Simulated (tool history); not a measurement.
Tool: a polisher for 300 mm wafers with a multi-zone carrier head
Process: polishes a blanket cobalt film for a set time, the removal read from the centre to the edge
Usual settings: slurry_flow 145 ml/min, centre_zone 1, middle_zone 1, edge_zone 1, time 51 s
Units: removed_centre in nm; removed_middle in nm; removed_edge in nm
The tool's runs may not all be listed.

run	day	slurry_flow	centre_zone	middle_zone	edge_zone	time	incoming thickness of the incoming film, nm	removed_centre	removed_middle	removed_edge
1	0	145	1	1	0.92	51	1115.2	225.2	232.2	222.7
2	0.812	160	0.89	1	1.06	45	1086.1	174.5	208.7	215.1
# day 1.225: worn pad replaced by a new one
3	1.658	190	1	0.9	1	51	1107.9	233	224.1	241
4	3.108	145	1	1.12	1.07	36	1106	152.6	173.3	163.2
5	4.421	175	1	0.92	1	51	1117.7	223	215.3	228.5
6	5.6	175	1	1.06	1	61	1095	260.4	289.2	269.4
7	7.029	145	1	1	1	51	1094	197.8	206.5	212.4
# day 7.354: slurry nozzle cleaned
8	8.238	125	1	1	1.08	51	1113.8	216.6	227	239.1
# day 9.05: edge zone pressure recalibrated
9	9.071	170	1	1.05	0.91	51	1120.7	231.5	249.6	227.4
10	9.704	145	1	1	1	41	1113.8	178.6	185	184.2
11	10.733	145	1	1	1	51	1126.5	217.5	228.3	229.9
# day 11: worn pad replaced by a new one
12	12.038	145	1	1	1	68	1102.7	282.1	296.8	304.9
13	12.625	175	1	0.94	1.07	63	1099	279.1	274.5	297.4
14	14.033	145	1	0.93	1	51	1106.6	212.3	206.8	221.1

The next listed run, before its measurement:
15	15.192	145	1	1	1	57	1130.3	?	?	?

removed_centre: 230.1 nm
removed_middle: 240.7 nm
removed_edge: 244.8 nm
Without the tool's hidden state the same run would have given removed_centre 256.8 nm, removed_middle 264.9 nm, removed_edge 261.6 nm.

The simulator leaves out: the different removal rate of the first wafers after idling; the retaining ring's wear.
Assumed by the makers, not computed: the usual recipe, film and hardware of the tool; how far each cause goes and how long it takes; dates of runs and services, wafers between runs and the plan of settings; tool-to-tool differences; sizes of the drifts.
